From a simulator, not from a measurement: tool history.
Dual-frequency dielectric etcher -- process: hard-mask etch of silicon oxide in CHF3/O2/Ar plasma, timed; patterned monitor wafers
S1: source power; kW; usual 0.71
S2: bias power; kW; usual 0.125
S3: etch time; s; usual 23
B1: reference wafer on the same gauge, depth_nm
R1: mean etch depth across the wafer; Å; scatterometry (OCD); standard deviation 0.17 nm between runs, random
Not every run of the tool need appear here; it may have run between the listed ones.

{"run": 1, "hour": 0.0, "S1": 0.78, "S2": 0.106, "S3": 23, "B1": 42.91, "R1": 381.4}
{"run": 2, "hour": 57.4, "S1": 0.71, "S2": 0.125, "S3": 23, "B1": 42.87, "R1": 391.9}
{"run": 3, "hour": 160.4, "S1": 0.71, "S2": 0.125, "S3": 23, "B1": 42.89, "R1": 397.4}
{"hour": 196.1, "done": "wet clean of the chamber"}
{"run": 4, "hour": 222.8, "S1": 0.71, "S2": 0.125, "S3": 23, "B1": 42.88, "R1": 381.5}
{"run": 5, "hour": 316.8, "S1": 0.85, "S2": 0.125, "S3": 17.5, "B1": 42.92, "R1": 308.5}
{"run": 6, "hour": 354.1, "S1": 0.85, "S2": 0.125, "S3": 17.5, "B1": 42.87, "R1": 312.1}
{"run": 7, "hour": 447.3, "S1": 0.85, "S2": 0.125, "S3": 17.5, "B1": 42.97, "R1": 311.8}
{"run": 8, "hour": 514.0, "S1": 0.76, "S2": 0.125, "S3": 23, "B1": 42.99, "R1": 398}
{"run": 9, "hour": 621.6, "S1": 0.71, "S2": 0.125, "S3": 23, "B1": 42.89, "R1": 393.9}
{"hour": 671.3, "done": "wet clean of the chamber"}
{"run": 10, "hour": 681.0, "S1": 0.71, "S2": 0.109, "S3": 23, "B1": 42.91, "R1": 363.7}
{"run": 11, "hour": 740.6, "S1": 0.71, "S2": 0.109, "S3": 23, "B1": 42.91, "R1": 368.4}
{"hour": 805.8, "done": "bias power generator calibrated"}
{"hour": 815.5, "done": "source power generator calibrated"}
{"run": 12, "hour": 847.8, "S1": 0.71, "S2": 0.109, "S3": 23, "B1": 42.89, "R1": 368.1}
{"run": 13, "hour": 892.2, "S1": 0.76, "S2": 0.125, "S3": 23, "B1": 42.89, "R1": 394}
{"run": 14, "hour": 934.7, "S1": 0.59, "S2": 0.151, "S3": 17.5, "B1": 42.93, "R1": 295.1}
{"run": 15, "hour": 991.2, "S1": 0.71, "S2": 0.125, "S3": 26.5, "B1": 42.9, "R1": 446.9}

What does the tool deliver on the next run?
{"run": 16, "hour": 1052.1, "S1": 0.71, "S2": 0.133, "S3": 23, "B1": "?", "R1": "?"}

{"run 16": {"B1": 42.98, "R1": 397.2}}
Minus the tool's unlogged condition, the same run would have read R1 388.9 Å.

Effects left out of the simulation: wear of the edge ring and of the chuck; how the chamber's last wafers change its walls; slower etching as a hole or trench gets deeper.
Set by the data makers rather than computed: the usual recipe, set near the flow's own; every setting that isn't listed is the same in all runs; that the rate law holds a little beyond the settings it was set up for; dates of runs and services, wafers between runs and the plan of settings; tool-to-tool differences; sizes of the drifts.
